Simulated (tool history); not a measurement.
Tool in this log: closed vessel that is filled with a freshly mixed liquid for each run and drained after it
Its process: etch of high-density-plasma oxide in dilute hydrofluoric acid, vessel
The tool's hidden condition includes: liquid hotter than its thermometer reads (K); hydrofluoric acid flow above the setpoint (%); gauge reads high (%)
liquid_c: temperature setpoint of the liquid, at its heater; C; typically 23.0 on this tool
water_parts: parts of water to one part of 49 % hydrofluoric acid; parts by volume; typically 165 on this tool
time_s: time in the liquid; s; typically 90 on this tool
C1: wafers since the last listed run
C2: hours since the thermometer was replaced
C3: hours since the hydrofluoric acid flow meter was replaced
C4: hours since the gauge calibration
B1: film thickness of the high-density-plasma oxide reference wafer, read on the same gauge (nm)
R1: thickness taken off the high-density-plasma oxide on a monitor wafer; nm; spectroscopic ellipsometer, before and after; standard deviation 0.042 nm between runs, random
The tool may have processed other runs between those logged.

Run 1, hour 0.0: usual settings but liquid_c 20.5 C; C1 0; C2 1481.0; C3 29.4; C4 274.7; B1 120.007. Result: R1 3.934 nm.
Run 2, hour 11.4: usual settings; C1 1093; C2 1492.4; C3 40.8; C4 286.1; B1 119.992. Result: R1 4.308 nm.
Run 3, hour 24.1: usual settings; C1 1217; C2 1505.1; C3 53.5; C4 298.8; B1 120.018. Result: R1 4.381 nm.
Run 4, hour 34.4: usual settings but liquid_c 20.0 C; C1 987; C2 1515.4; C3 63.8; C4 309.1; B1 119.967. Result: R1 3.903 nm.
Run 5, hour 50.2: usual settings but liquid_c 20.0 C; C1 1515; C2 1531.2; C3 79.6; C4 324.9; B1 119.976. Result: R1 3.878 nm.
Run 6, hour 65.5: usual settings; C1 1467; C2 1546.5; C3 94.9; C4 340.2; B1 120.000. Result: R1 4.232 nm.
Run 7, hour 77.6: usual settings; C1 1160; C2 1558.6; C3 107.0; C4 352.3; B1 119.983. Result: R1 4.342 nm.
Run 8, hour 92.2: usual settings; C1 1400; C2 1573.2; C3 121.6; C4 366.9; B1 119.965. Result: R1 4.229 nm.
Run 9, hour 103.1: usual settings; C1 1045; C2 1584.1; C3 132.5; C4 377.8; B1 120.009. Result: R1 4.325 nm.
Run 10, hour 113.8: usual settings but liquid_c 26.0 C; C1 1026; C2 1594.8; C3 143.2; C4 388.5; B1 120.015. Result: R1 4.854 nm.
Run 11, hour 125.9: usual settings but time_s 50 s; C1 1160; C2 1606.9; C3 155.3; C4 400.6; B1 119.998. Result: R1 2.378 nm.
Run 12, hour 133.6: usual settings; C1 738; C2 1614.6; C3 163.0; C4 408.3; B1 120.032. Result: R1 4.293 nm.
Run 13, hour 149.4: usual settings but time_s 110 s; C1 1515; C2 1630.4; C3 178.8; C4 424.1; B1 120.029. Result: R1 5.272 nm.
At hour 155.0: thermometer replaced.
Run 14, hour 165.7: usual settings; C1 1467; C2 10.7; C3 195.1; C4 440.4; B1 119.946. Result: R1 4.355 nm.
Run 15, hour 177.8: usual settings but liquid_c 19.0 C, water_parts 240 parts by volume, time_s 75 s; C1 1160; C2 22.8; C3 207.2; C4 452.5; B1 120.014. Result: R1 1.978 nm.
Run 16, hour 188.6: usual settings but liquid_c 25.0 C, water_parts 85 parts by volume; C1 1035; C2 33.6; C3 218.0; C4 463.3; B1 119.999. Result: R1 9.909 nm.
Run 17, hour 205.8: usual settings but liquid_c 18.5 C, water_parts 190 parts by volume, time_s 65 s; C1 1649; C2 50.8; C3 235.2; C4 480.5; B1 120.002. Result: R1 2.199 nm.
Run 18, hour 216.1: usual settings but liquid_c 25.0 C, water_parts 195 parts by volume, time_s 45 s; C1 987; C2 61.1; C3 245.5; C4 490.8; B1 120.019. Result: R1 1.900 nm.
Run 19, hour 233.8: usual settings but water_parts 210 parts by volume, time_s 40 s; C1 1697; C2 78.8; C3 263.2; C4 508.5; B1 120.021. Result: R1 1.420 nm.
At hour 235.1: gauge calibrated.
Run 20, hour 269.7: usual settings but liquid_c 25.0 C, water_parts 210 parts by volume, time_s 55 s; C1 3442; C2 114.7; C3 299.1; C4 34.6; B1 119.984. Result: R1 2.132 nm.
Run 21, hour 279.5: usual settings but liquid_c 20.0 C, water_parts 220 parts by volume, time_s 125 s; C1 939; C2 124.5; C3 308.9; C4 44.4; B1 119.994. Result: R1 3.782 nm.
Run 22, hour 290.4: usual settings but liquid_c 19.5 C, water_parts 185 parts by volume, time_s 70 s; C1 1045; C2 135.4; C3 319.8; C4 55.3; B1 119.980. Result: R1 2.543 nm.
Run 23, hour 299.6: usual settings but liquid_c 27.5 C, water_parts 185 parts by volume, time_s 40 s; C1 882; C2 144.6; C3 329.0; C4 64.5; B1 119.975. Result: R1 1.995 nm.
Run 24, hour 306.4: usual settings but liquid_c 25.0 C, water_parts 140 parts by volume, time_s 140 s; C1 652; C2 151.4; C3 335.8; C4 71.3; B1 120.054. Result: R1 8.565 nm.
Run 25, hour 323.4: usual settings but water_parts 90 parts by volume; C1 1630; C2 168.4; C3 352.8; C4 88.3; B1 119.976. Result: R1 8.506 nm.
Run 26, hour 330.1: usual settings but time_s 50 s; C1 642; C2 175.1; C3 359.5; C4 95.0; B1 120.014. Result: R1 2.422 nm.
Run 27, hour 347.7: usual settings but liquid_c 20.0 C, water_parts 195 parts by volume, time_s 75 s; C1 1687; C2 192.7; C3 377.1; C4 112.6; B1 120.054. Result: R1 2.653 nm.
Run 28, hour 354.8: usual settings but water_parts 110 parts by volume, time_s 65 s; C1 680; C2 199.8; C3 384.2; C4 119.7; B1 119.998. Result: R1 4.983 nm.
Run 29, hour 369.8: usual settings; C1 1438; C2 214.8; C3 399.2; C4 134.7; B1 119.984. Result: R1 4.345 nm.
Run 30, hour 382.1: usual settings but liquid_c 26.5 C, water_parts 200 parts by volume, time_s 50 s; C1 1179; C2 227.1; C3 411.5; C4 147.0; B1 120.015. Result: R1 2.163 nm.
Run 31, hour 390.4: usual settings but time_s 70 s; C1 795; C2 235.4; C3 419.8; C4 155.3; B1 120.017. Result: R1 3.377 nm.
Run 32, hour 404.7: usual settings but water_parts 240 parts by volume, time_s 115 s; C1 1371; C2 249.7; C3 434.1; C4 169.6; B1 120.020. Result: R1 3.478 nm.
Run 33, hour 417.3: usual settings but liquid_c 21.0 C, water_parts 145 parts by volume, time_s 45 s; C1 1208; C2 262.3; C3 446.7; C4 182.2; B1 120.025. Result: R1 2.331 nm.

3 ways to go on from here, each from the tool as it stands after run 33. What would each give?
Run A, hour 418.0: usual settings; C1 67; C2 263.0; C3 447.4; C4 182.9; B1 ?. Result: R1 ?.
Run B, hour 418.0: usual settings but liquid_c 26.5 C, water_parts 195 parts by volume, time_s 110 s; C1 67; C2 263.0; C3 447.4; C4 182.9; B1 ?. Result: R1 ?.
Run C, hour 418.0: usual settings but water_parts 125 parts by volume; C1 67; C2 263.0; C3 447.4; C4 182.9; B1 ?. Result: R1 ?.

run       B1     R1
  A  120.005  4.290
  B  120.005  4.886
  C  120.005  5.923
Without the tool's unlogged condition, the same runs would have read:
run     R1
  A  4.290
  B  4.886
  C  5.923
